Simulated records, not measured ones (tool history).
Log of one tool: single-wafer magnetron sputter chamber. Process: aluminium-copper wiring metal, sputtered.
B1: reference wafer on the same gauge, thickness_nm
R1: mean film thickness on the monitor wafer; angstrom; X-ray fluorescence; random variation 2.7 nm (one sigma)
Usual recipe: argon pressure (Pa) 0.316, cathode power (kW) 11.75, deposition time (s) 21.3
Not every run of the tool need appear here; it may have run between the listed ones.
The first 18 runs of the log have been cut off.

Run 19, day 17.679: usual settings; B1 554.331. Result: R1 4784.49 angstrom.
Run 20, day 18.638: usual settings but deposition time (s) 24; B1 552.959. Result: R1 5355.61 angstrom.
Run 21, day 19.458: usual settings but argon pressure (Pa) 0.275, cathode power (kW) 12.85, deposition time (s) 19; B1 552.241. Result: R1 4622.38 angstrom.
Run 22, day 20.662: usual settings but cathode power (kW) 10.25; B1 553.926. Result: R1 4185.77 angstrom.
Run 23, day 21.942: usual settings but argon pressure (Pa) 0.269, cathode power (kW) 14.25, deposition time (s) 18.9; B1 553.601. Result: R1 5045 angstrom.
At day 22.321: magnet pack replaced.
Run 24, day 22.75: usual settings but argon pressure (Pa) 0.396, cathode power (kW) 12.5, deposition time (s) 18.8; B1 553.917. Result: R1 4202.97 angstrom.
Run 25, day 24.138: usual settings but cathode power (kW) 12.65; B1 555.213. Result: R1 4952.35 angstrom.
At day 24.812: sputter target and shields replaced.
Run 26, day 25.004: usual settings but argon pressure (Pa) 0.407; B1 554.829. Result: R1 4593.37 angstrom.
Run 27, day 25.792: usual settings; B1 554.659. Result: R1 4826.55 angstrom.
Run 28, day 26.512: usual settings but argon pressure (Pa) 0.401, cathode power (kW) 9.8; B1 552.214. Result: R1 3940.77 angstrom.
Run 29, day 27.088: usual settings but argon pressure (Pa) 0.402, cathode power (kW) 12.85, deposition time (s) 17.3; B1 554.925. Result: R1 4003.19 angstrom.
Run 30, day 27.696: usual settings but cathode power (kW) 12.65, deposition time (s) 19.3; B1 555.08. Result: R1 4590.73 angstrom.
Run 31, day 28.225: usual settings but argon pressure (Pa) 0.379, deposition time (s) 19.1; B1 552.828. Result: R1 4186.97 angstrom.
Run 32, day 29.638: usual settings but argon pressure (Pa) 0.396, cathode power (kW) 9.75, deposition time (s) 17.7; B1 554.192. Result: R1 3234.62 angstrom.
Run 33, day 30.471: usual settings but argon pressure (Pa) 0.401, cathode power (kW) 12.9, deposition time (s) 25; B1 553.434. Result: R1 5732.22 angstrom.
Run 34, day 31.908: usual settings but argon pressure (Pa) 0.4, cathode power (kW) 10; B1 553.538. Result: R1 3945.62 angstrom.

Consider 4 possible next runs. They are alternatives, not a sequence: every one starts from the tool as it was left by run 34. What does each give?
Run A, day 31.925: usual settings but cathode power (kW) 10.5; B1 ?. Result: R1 ?.
Run B, day 31.925: usual settings but deposition time (s) 24.7; B1 ?. Result: R1 ?.
Run C, day 31.925: usual settings but argon pressure (Pa) 0.268, cathode power (kW) 10.65, deposition time (s) 18.5; B1 ?. Result: R1 ?.
Run D, day 31.925: usual settings but argon pressure (Pa) 0.259, deposition time (s) 23.9; B1 ?. Result: R1 ?.

run       B1       R1
  A  554.133  4218.81
  B  554.133  5365.99
  C  554.133   3785.8
  D  554.133  5323.95
The same runs, with their run-to-run variation unchanged, on a tool lacking any hidden condition would have given:
run       R1
  A  4326.27
  B  5502.67
  C  3882.23
  D  5459.56
